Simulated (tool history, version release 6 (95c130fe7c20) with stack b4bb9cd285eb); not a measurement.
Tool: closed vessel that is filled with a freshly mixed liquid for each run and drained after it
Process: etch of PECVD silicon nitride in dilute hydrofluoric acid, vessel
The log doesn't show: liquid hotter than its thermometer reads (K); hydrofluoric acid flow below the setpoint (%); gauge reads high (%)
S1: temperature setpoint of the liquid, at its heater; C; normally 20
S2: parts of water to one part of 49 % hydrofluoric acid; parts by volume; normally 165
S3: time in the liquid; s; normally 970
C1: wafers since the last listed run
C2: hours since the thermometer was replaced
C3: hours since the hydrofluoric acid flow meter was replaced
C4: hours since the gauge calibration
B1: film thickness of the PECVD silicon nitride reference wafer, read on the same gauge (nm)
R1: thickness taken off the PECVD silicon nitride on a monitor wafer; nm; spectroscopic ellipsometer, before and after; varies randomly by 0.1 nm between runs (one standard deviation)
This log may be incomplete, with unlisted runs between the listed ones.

run,hour,S1,S2,S3,C1,C2,C3,C4,B1,R1
1,0,20,225,970,0,1923.6,398,48,40.05,9.68
2,52.2,20,225,970,2465,1975.8,450.2,100.2,40.03,9.6
3,84.2,20,165,970,1511,2007.8,482.2,132.2,39.95,12.87
4,153.6,20,210,1415,3278,2077.2,551.6,201.6,39.98,14.75
5,194.1,17,205,970,1913,2117.7,592.1,242.1,39.97,8.57
6,265.7,17,205,970,3382,2189.3,663.7,313.7,39.98,8.48
7,309.7,20,165,970,2078,2233.3,707.7,357.7,40,12.94
8,336.1,20,165,970,1247,2259.7,734.1,384.1,40.03,12.84
9,373.6,20,200,970,1771,2297.2,771.6,421.6,40.02,10.58

Run 10 has not been measured yet. What should we expect?
10,408.1,20,225,970,1629,2331.7,806.1,456.1,?,?

B1: 39.97
R1: 9.4 nm
The same run, on a tool lacking any hidden state, would have yielded R1 9.4 nm.
